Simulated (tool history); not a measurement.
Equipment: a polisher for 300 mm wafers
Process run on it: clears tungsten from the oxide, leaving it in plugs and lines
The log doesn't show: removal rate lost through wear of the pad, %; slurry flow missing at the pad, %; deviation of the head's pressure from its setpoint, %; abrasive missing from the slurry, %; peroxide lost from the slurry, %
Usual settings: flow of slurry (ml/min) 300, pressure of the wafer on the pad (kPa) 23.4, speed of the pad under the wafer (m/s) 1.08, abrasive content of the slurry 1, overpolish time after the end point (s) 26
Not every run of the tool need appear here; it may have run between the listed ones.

run   hour  flow of slurry (ml/min)  pressure of the wafer on the pad (kPa)  speed of the pad under the wafer (m/s)  abrasive content of the slurry  overpolish time after the end point (s)  wafers since the last listed run  wafers polished on this pad  hours since the slurry nozzle was cleaned  hours since the head pressure was calibrated  hours since the slurry blender was calibrated  hours since the slurry got fresh peroxide  incoming thickness of the incoming film, nm  time until the end point was called (s)
  1      0                      300                                    23.4                                    1.08                               1                                       26                                 0                          252                                      554.9                                           8.9                                           82.1                                       61.9                                        310.2                                     85.6
  2   13.6                      300                                    23.4                                    1.08                             1.1                                       26                               148                          401                                      568.5                                          22.5                                           95.7                                       75.5                                        313.6                                     84.8
  3   35.1                      300                                    23.4                                    1.08                               1                                       26                               235                          637                                        590                                            44                                          117.2                                         97                                        313.7                                     87.7
  4   55.8                      300                                    23.4                                    1.08                               1                                       26                               226                          864                                      610.7                                          64.7                                          137.9                                      117.7                                        312.3                                     88.2
  5   91.4                      300                                    23.4                                     1.3                             0.9                                       26                               389                         1254                                      646.3                                         100.3                                          173.5                                      153.3                                        310.1                                     75.5
  6    124                      300                                    23.4                                    1.08                               1                                       41                               357                         1611                                      678.9                                         132.9                                          206.1                                      185.9                                        309.4                                     90.7
     144.3  -- slurry tank refilled with fresh slurry and peroxide
  7  155.7                      260                                    15.9                                    1.08                             1.1                                       38                               336                         1947                                      710.6                                         164.6                                          237.8                                       11.4                                        312.3                                    134.8
     168.1  -- worn pad replaced by a new one
  8  186.2                      300                                    23.4                                    1.08                               1                                       26                               290                          198                                      741.1                                         195.1                                          268.3                                       41.9                                        307.2                                     87.6
  9  201.4                      300                                    23.4                                    1.08                               1                                       26                               166                          364                                      756.3                                         210.3                                          283.5                                       57.1                                        310.2                                     90.6
       219  -- slurry nozzle cleaned
 10  228.5                      300                                    23.4                                    1.08                               1                                       26                               285                          650                                        9.5                                         237.4                                          310.6                                       84.2                                        311.8                                     91.3
 11  245.7                      300                                      31                                    1.08                               1                                       17                               188                          838                                       26.7                                         254.6                                          327.8                                      101.4                                        307.9                                     66.4
 12  277.5                      300                                    17.2                                    0.86                            0.85                                       40                               348                         1187                                       58.5                                         286.4                                          359.6                                      133.2                                        313.5                                    159.9
 13  312.7                      300                                    23.4                                    1.08                               1                                       26                               385                         1572                                       93.7                                         321.6                                          394.8                                      168.4                                        306.1                                     91.4
 14  330.1                      300                                      31                                    0.94                             1.3                                       31                               190                         1763                                      111.1                                           339                                          412.2                                      185.8                                        310.7                                     73.6
     336.7  -- slurry blender recalibrated
     339.4  -- slurry tank refilled with fresh slurry and peroxide
 15  343.4                      220                                    23.4                                    1.08                            0.75                                       26                               112                         1876                                      124.4                                         352.3                                            6.7                                          4                                        308.7                                     88.2
 16  359.5                      250                                    23.4                                    1.08                             0.9                                       40                               176                         2052                                      140.5                                         368.4                                           22.8                                       20.1                                        314.1                                     86.2
     376.6  -- worn pad replaced by a new one
 17  377.1                      300                                    23.4                                    0.92                             0.9                                       20                               148                            5                                      158.1                                           386                                           40.4                                       37.7                                        310.7                                    100.1
 18  396.8                      230                                    16.5                                    1.08                               1                                       26                               215                          220                                      177.8                                         405.7                                           60.1                                       57.4                                        314.6                                    121.9
 19  409.8                      300                                    23.4                                    1.42                               1                                       15                               142                          363                                      190.8                                         418.7                                           73.1                                       70.4                                        303.4                                     64.2
 20  425.4                      300                                    23.4                                    1.08                               1                                       26                               170                          534                                      206.4                                         434.3                                           88.7                                         86                                        306.5                                     83.8
 21  442.8                      300                                    23.4                                    1.08                               1                                       26                               190                          724                                      223.8                                         451.7                                          106.1                                      103.4                                        312.3                                       87
 22  475.1                      300                                    23.4                                    1.36                               1                                       26                               353                         1078                                      256.1                                           484                                          138.4                                      135.7                                        308.1                                     68.8
 23    496                      300                                    23.4                                    1.08                             0.8                                       26                               228                         1307                                        277                                         504.9                                          159.3                                      156.6                                        316.3                                     93.1
 24  510.5                      300                                    23.4                                    1.08                               1                                       26                               158                         1466                                      291.5                                         519.4                                          173.8                                      171.1                                        313.2                                     87.9
 25  529.4                      330                                    23.4                                    1.08                            0.75                                       26                               207                         1673                                      310.4                                         538.3                                          192.7                                        190                                        310.3                                       93
       536  -- slurry tank refilled with fresh slurry and peroxide
 26  550.3                      300                                    23.4                                    1.08                               1                                       26                               218                         1891                                      331.3                                         559.2                                          213.6                                       14.3                                        309.8                                     88.5
     588.5  -- worn pad replaced by a new one
 27  589.7                      300                                    27.6                                    1.08                               1                                       26                               387                           12                                      370.7                                         598.6                                            253                                       53.7                                        305.9                                     74.3

Each row is a separate what-if for the run after 27, all from the same tool condition, not one after another. Results?
  A  590.2                      300                                    23.4                                    1.08                               1                                       26                                 5                           18                                      371.2                                         599.1                                          253.5                                       54.2                                        306.5                                        ?
  B  590.2                      300                                    23.4                                    1.36                            1.25                                       26                                 5                           18                                      371.2                                         599.1                                          253.5                                       54.2                                        306.5                                        ?
  C  590.2                      390                                    23.4                                    1.08                               1                                       26                                 5                           18                                      371.2                                         599.1                                          253.5                                       54.2                                        306.5                                        ?

run  time until the end point was called (s)
  A                                     86.3
  B                                     66.2
  C                                     84.9
With the hidden condition removed and each run's random variation left untouched, the same runs would have given:
run  time until the end point was called (s)
  A                                     78.6
  B                                     60.2
  C                                     77.3
